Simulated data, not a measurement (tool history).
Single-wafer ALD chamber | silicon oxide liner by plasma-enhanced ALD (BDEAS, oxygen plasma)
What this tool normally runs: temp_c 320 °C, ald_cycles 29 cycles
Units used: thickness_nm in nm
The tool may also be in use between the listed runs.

run    hour  temp_c  ald_cycles  read-back reference wafer on the same gauge, thickness_nm  thickness_nm
  1       0     320          29                                                       2.67         2.804
  2    34.5     320          29                                                      2.671         2.805
  3    68.6     320          29                                                      2.668         2.805
  4     139     320          29                                                       2.67         2.795
  5   169.1     320          29                                                      2.671         2.804
  6     215     320          26                                                       2.67         2.506
  7     249     320          29                                                      2.672         2.807
  8   285.6     316          29                                                      2.668         2.815
  9   317.3     316          29                                                      2.669          2.82
 10   348.8     316          29                                                      2.673         2.802
 11   418.3     320          29                                                      2.672           2.8
 12   466.6     320          29                                                      2.667         2.809
 13   498.7     320          25                                                       2.67         2.415
 14   551.4     320          25                                                      2.668         2.419
 15   599.4     320          29                                                      2.671         2.816
      628.7  -- gauge calibrated
 16   659.6     320          29                                                      2.671         2.815
 17     709     320          29                                                      2.668         2.816
 18     768     320          29                                                      2.672          2.81
 19   823.8     325          33                                                      2.672         3.173
 20   867.2     320          29                                                       2.67         2.812
 21   924.2     311          29                                                      2.671         2.847
 22   953.9     328          26                                                       2.67         2.486
 23  1086.5     330          26                                                      2.668         2.485
 24  1132.8     324          32                                                      2.671         3.074
 25  1182.1     306          25                                                      2.671         2.461
 26  1217.3     328          29                                                       2.67         2.771
 27  1283.9     320          29                                                       2.67         2.804
 28  1350.2     324          31                                                      2.668         2.987
 29  1404.7     328          27                                                      2.669          2.59
     1439.4  -- thermocouple changed; heater temperature recalibrated
 30  1616.4     320          29                                                      2.673         2.804
 31    1649     312          34                                                       2.67         3.319
 32  1696.9     306          32                                                      2.667         3.148
 33  1749.5     332          29                                                      2.672         2.766
 34  1803.2     312          29                                                       2.67         2.832

Here are 5 independent what-if runs from the current tool condition. What would each one return?
  A  1803.6     320          29                                                          ?             ?
  B  1803.6     325          31                                                          ?             ?
  C  1803.6     314          31                                                          ?             ?
  D  1803.6     320          24                                                          ?             ?
  E  1803.6     325          29                                                          ?             ?

run  read-back reference wafer on the same gauge, thickness_nm  thickness_nm
  A                                                       2.67         2.802
  B                                                       2.67         2.976
  C                                                       2.67         3.018
  D                                                       2.67         2.319
  E                                                       2.67         2.784
Had the tool no hidden state, the same runs would have come out as:
run  thickness_nm
  A         2.802
  B         2.976
  C         3.018
  D         2.319
  E         2.784
